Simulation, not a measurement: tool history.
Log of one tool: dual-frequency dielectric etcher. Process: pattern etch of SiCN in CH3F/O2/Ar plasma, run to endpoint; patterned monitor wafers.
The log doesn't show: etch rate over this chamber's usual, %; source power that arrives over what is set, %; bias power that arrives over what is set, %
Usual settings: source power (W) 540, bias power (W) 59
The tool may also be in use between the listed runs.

run,day,source power (W),bias power (W),wafers since the last listed run,hours since the last wet clean,hours since the last source power generator calibration,hours since the last bias power generator calibration,hours since the last upper electrode change,"incoming incoming film thickness, nm",endpoint time (s)
1,0.000,540,47,0,345.4,3111.3,1820.3,5844.6,5.76,16.9
2,1.167,540,47,266,373.4,3139.3,1848.3,5872.6,5.69,16.6
3,1.979,540,47,185,392.9,3158.8,1867.8,5892.1,5.71,16.6
4,3.058,570,59,246,418.8,3184.7,1893.7,5918.0,5.77,16.0
5,4.362,570,59,297,450.1,3216.0,1925.0,5949.3,5.75,16.0
6,5.558,570,59,273,478.8,3244.7,1953.7,5978.0,5.65,15.6
7,6.400,540,59,192,499.0,3264.9,1973.9,5998.2,5.78,16.4
8,7.825,540,59,325,533.2,3299.1,2008.1,6032.4,5.71,16.2
9,8.933,590,59,253,559.8,3325.7,2034.7,6059.0,5.69,15.6
10,9.608,580,59,154,576.0,3341.9,2050.9,6075.2,5.67,15.7
# day 10.429: bias power generator calibrated
11,10.862,580,59,248,606.1,3372.0,10.4,6105.3,5.69,16.0
12,11.504,580,59,146,621.5,3387.4,25.8,6120.7,5.70,15.8
# day 13.146: wet clean of the chamber
13,13.167,540,59,151,0.5,3427.3,65.7,6160.6,5.68,15.6
14,14.875,650,47,390,41.5,3468.3,106.7,6201.6,5.64,15.0
15,15.488,540,63,139,56.2,3483.0,121.4,6216.3,5.70,15.7
16,16.829,540,59,306,88.4,3515.2,153.6,6248.5,5.71,15.8
17,18.212,410,69,315,121.6,3548.4,186.8,6281.7,5.70,16.8
18,18.767,600,66,126,134.9,3561.7,200.1,6295.0,5.70,15.0
# day 20.000: upper electrode replaced
19,20.021,630,46,58,165.0,3591.8,230.2,0.5,5.63,15.5
# day 23.683: source power generator calibrated
20,23.704,460,59,803,253.4,0.5,318.6,88.9,5.71,16.8
21,24.567,540,47,196,274.1,21.2,339.3,109.6,5.69,16.6
22,25.167,660,44,137,288.5,35.6,353.7,124.0,5.71,15.8
23,26.550,540,59,315,321.7,68.8,386.9,157.2,5.72,16.2
24,28.588,470,73,465,370.6,117.7,435.8,206.1,5.67,16.1
25,29.696,440,59,253,397.2,144.3,462.4,232.7,5.71,17.1
26,31.067,540,47,313,430.1,177.2,495.3,265.6,5.75,16.9

The tool's hidden state at each run:
source power that arrives over what is set, %: 0 in every run
bias power that arrives over what is set, %: 0 in every run
H1: etch rate over this chamber's usual, %
run,H1
1,-2.11
2,-2.27
3,-2.38
4,-2.52
5,-2.69
6,-2.85
7,-2.96
8,-3.15
9,-3.3
10,-3.38
11,-3.55
12,-3.64
13,-0.322
14,-0.548
15,-0.629
16,-0.806
17,-0.989
18,-1.06
19,-1.23
20,-1.72
21,-1.83
22,-1.91
23,-2.09
24,-2.36
25,-2.51
26,-2.69

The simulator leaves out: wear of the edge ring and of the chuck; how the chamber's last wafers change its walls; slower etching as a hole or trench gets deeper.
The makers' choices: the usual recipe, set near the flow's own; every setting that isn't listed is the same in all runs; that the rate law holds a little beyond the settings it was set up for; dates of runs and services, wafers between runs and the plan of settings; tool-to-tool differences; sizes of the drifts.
